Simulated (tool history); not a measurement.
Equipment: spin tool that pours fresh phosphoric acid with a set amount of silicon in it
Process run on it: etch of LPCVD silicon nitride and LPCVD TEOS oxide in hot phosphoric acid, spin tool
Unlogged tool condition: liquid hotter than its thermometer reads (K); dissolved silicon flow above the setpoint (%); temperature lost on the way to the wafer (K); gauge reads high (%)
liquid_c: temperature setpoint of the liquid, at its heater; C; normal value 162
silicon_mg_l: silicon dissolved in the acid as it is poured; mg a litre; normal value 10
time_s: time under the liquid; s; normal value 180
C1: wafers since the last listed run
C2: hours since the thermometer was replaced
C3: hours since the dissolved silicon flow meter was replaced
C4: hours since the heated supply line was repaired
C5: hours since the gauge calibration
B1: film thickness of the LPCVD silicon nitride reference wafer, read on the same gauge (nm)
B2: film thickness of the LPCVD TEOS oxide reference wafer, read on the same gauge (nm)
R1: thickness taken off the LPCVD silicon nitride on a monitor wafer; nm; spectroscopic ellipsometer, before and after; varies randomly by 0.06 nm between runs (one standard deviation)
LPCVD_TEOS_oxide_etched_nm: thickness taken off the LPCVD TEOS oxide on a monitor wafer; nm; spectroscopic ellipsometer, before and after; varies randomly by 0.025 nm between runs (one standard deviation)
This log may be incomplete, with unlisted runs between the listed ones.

{"run": 1, "day": 0.0, "liquid_c": 162, "silicon_mg_l": 10, "time_s": 180, "C1": 0, "C2": 627.9, "C3": 524.8, "C4": 1.5, "C5": 2208.5, "B1": 120, "B2": 139.979, "R1": 15.37, "LPCVD_TEOS_oxide_etched_nm": 0.357}
{"day": 1.221, "done": "dissolved silicon flow meter replaced"}
{"run": 2, "day": 2.883, "liquid_c": 162, "silicon_mg_l": 10, "time_s": 180, "C1": 582, "C2": 697.1, "C3": 39.9, "C4": 70.7, "C5": 2277.7, "B1": 120.01, "B2": 139.997, "R1": 15.49, "LPCVD_TEOS_oxide_etched_nm": 0.434}
{"run": 3, "day": 7.204, "liquid_c": 162, "silicon_mg_l": 10, "time_s": 180, "C1": 884, "C2": 800.8, "C3": 143.6, "C4": 174.4, "C5": 2381.4, "B1": 120.01, "B2": 140.006, "R1": 15.48, "LPCVD_TEOS_oxide_etched_nm": 0.355}
{"run": 4, "day": 10.667, "liquid_c": 162, "silicon_mg_l": 10, "time_s": 180, "C1": 709, "C2": 883.9, "C3": 226.7, "C4": 257.5, "C5": 2464.5, "B1": 119.98, "B2": 140.015, "R1": 15.58, "LPCVD_TEOS_oxide_etched_nm": 0.444}
{"run": 5, "day": 12.367, "liquid_c": 162, "silicon_mg_l": 10, "time_s": 265, "C1": 348, "C2": 924.7, "C3": 267.5, "C4": 298.3, "C5": 2505.3, "B1": 119.98, "B2": 140.002, "R1": 23.06, "LPCVD_TEOS_oxide_etched_nm": 0.559}
{"run": 6, "day": 14.888, "liquid_c": 159.5, "silicon_mg_l": 6.5, "time_s": 110, "C1": 516, "C2": 985.2, "C3": 328, "C4": 358.8, "C5": 2565.8, "B1": 120.01, "B2": 140.008, "R1": 8.79, "LPCVD_TEOS_oxide_etched_nm": 0.229}
{"run": 7, "day": 17.979, "liquid_c": 161, "silicon_mg_l": 2.5, "time_s": 180, "C1": 633, "C2": 1059.4, "C3": 402.2, "C4": 433, "C5": 2640, "B1": 120, "B2": 140, "R1": 15.12, "LPCVD_TEOS_oxide_etched_nm": 0.388}
{"day": 18.842, "done": "gauge calibrated"}
{"run": 8, "day": 20.621, "liquid_c": 159, "silicon_mg_l": 3, "time_s": 220, "C1": 541, "C2": 1122.8, "C3": 465.6, "C4": 496.4, "C5": 42.7, "B1": 120.02, "B2": 140.009, "R1": 17.29, "LPCVD_TEOS_oxide_etched_nm": 0.444}
{"day": 20.8, "done": "dissolved silicon flow meter replaced"}
{"day": 22.446, "done": "thermometer replaced"}
{"run": 9, "day": 22.479, "liquid_c": 162, "silicon_mg_l": 10, "time_s": 180, "C1": 363, "C2": 0.8, "C3": 40.3, "C4": 541, "C5": 87.3, "B1": 120, "B2": 140.008, "R1": 15.04, "LPCVD_TEOS_oxide_etched_nm": 0.38}
{"run": 10, "day": 25.333, "liquid_c": 162, "silicon_mg_l": 10, "time_s": 80, "C1": 584, "C2": 69.3, "C3": 108.8, "C4": 609.5, "C5": 155.8, "B1": 119.98, "B2": 140.008, "R1": 6.73, "LPCVD_TEOS_oxide_etched_nm": 0.168}
{"run": 11, "day": 28.279, "liquid_c": 162, "silicon_mg_l": 10, "time_s": 235, "C1": 603, "C2": 140, "C3": 179.5, "C4": 680.2, "C5": 226.5, "B1": 120.02, "B2": 139.99, "R1": 19.61, "LPCVD_TEOS_oxide_etched_nm": 0.491}
{"run": 12, "day": 31.458, "liquid_c": 162, "silicon_mg_l": 12, "time_s": 180, "C1": 651, "C2": 216.3, "C3": 255.8, "C4": 756.5, "C5": 302.8, "B1": 120.02, "B2": 139.968, "R1": 15.18, "LPCVD_TEOS_oxide_etched_nm": 0.334}

Predict the results of run 13:
{"run": 13, "day": 34.988, "liquid_c": 162, "silicon_mg_l": 14.5, "time_s": 235, "C1": 722, "C2": 301, "C3": 340.5, "C4": 841.2, "C5": 387.5, "B1": "?", "B2": "?", "R1": "?", "LPCVD_TEOS_oxide_etched_nm": "?"}

{"run 13": {"B1": 119.99, "B2": 140.003, "R1": 19.74, "LPCVD_TEOS_oxide_etched_nm": 0.429}}
Without the tool's hidden state the same run would have given R1 19.53 nm, LPCVD_TEOS_oxide_etched_nm 0.419 nm.

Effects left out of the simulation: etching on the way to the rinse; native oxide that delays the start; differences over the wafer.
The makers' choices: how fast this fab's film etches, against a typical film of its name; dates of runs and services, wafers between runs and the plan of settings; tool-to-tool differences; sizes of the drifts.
